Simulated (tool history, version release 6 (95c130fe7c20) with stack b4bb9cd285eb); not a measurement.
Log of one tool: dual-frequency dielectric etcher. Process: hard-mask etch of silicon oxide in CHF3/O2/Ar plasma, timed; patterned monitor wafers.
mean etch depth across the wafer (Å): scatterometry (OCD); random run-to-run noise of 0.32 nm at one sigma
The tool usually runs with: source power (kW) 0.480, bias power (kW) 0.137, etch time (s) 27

run   hour  source power (kW)  bias power (kW)  etch time (s)  wafers since the last listed run  hours since the last wet clean  hours since the last source power generator calibration  hours since the last bias power generator calibration  hours since the last upper electrode change  hours since the gauge calibration  read-back reference wafer on the same gauge, depth_nm  mean etch depth across the wafer (Å)
  1    0.0              0.480            0.137             27                                 0                           425.7                                                   3519.5                                                 3061.8                                       2753.4                              221.0                                                  39.62                                 445.8
      42.1  -- wet clean of the chamber
  2   61.7              0.560            0.137             27                               279                            19.6                                                   3581.2                                                 3123.5                                       2815.1                              282.7                                                  39.75                                 500.7
  3  148.2              0.560            0.137             27                               640                           106.1                                                   3667.7                                                 3210.0                                       2901.6                              369.2                                                  39.68                                 496.4
  4  216.3              0.560            0.137             27                               504                           174.2                                                   3735.8                                                 3278.1                                       2969.7                              437.3                                                  39.72                                 489.6
  5  289.1              0.480            0.137             27                               539                           247.0                                                   3808.6                                                 3350.9                                       3042.5                              510.1                                                  39.72                                 463.5
  6  340.6              0.480            0.137             27                               381                           298.5                                                   3860.1                                                 3402.4                                       3094.0                              561.6                                                  39.67                                 463.5
  7  424.3              0.480            0.137             27                               619                           382.2                                                   3943.8                                                 3486.1                                       3177.7                              645.3                                                  39.69                                 455.4
  8  500.5              0.480            0.129             27                               564                           458.4                                                   4020.0                                                 3562.3                                       3253.9                              721.5                                                  39.71                                 446.1
  9  589.6              0.480            0.137             27                               659                           547.5                                                   4109.1                                                 3651.4                                       3343.0                              810.6                                                  39.75                                 449.4
     657.7  -- wet clean of the chamber
     680.4  -- gauge calibrated
 10  689.9              0.480            0.137             27                               565                            32.2                                                   4209.4                                                 3751.7                                       3443.3                                9.5                                                  39.69                                 471.0

What will run 11 give?
     738.5  -- bias power generator calibrated
 11  746.2              0.480            0.129             27                               387                            88.5                                                   4265.7                                                    7.7                                       3499.6                               65.8                                                      ?                                     ?

read-back reference wafer on the same gauge, depth_nm: 39.68
mean etch depth across the wafer (Å): 461.3
Take away the tool's hidden state, keep the run-to-run variation as it was, and the same run would have given mean etch depth across the wafer (Å) 465.1.
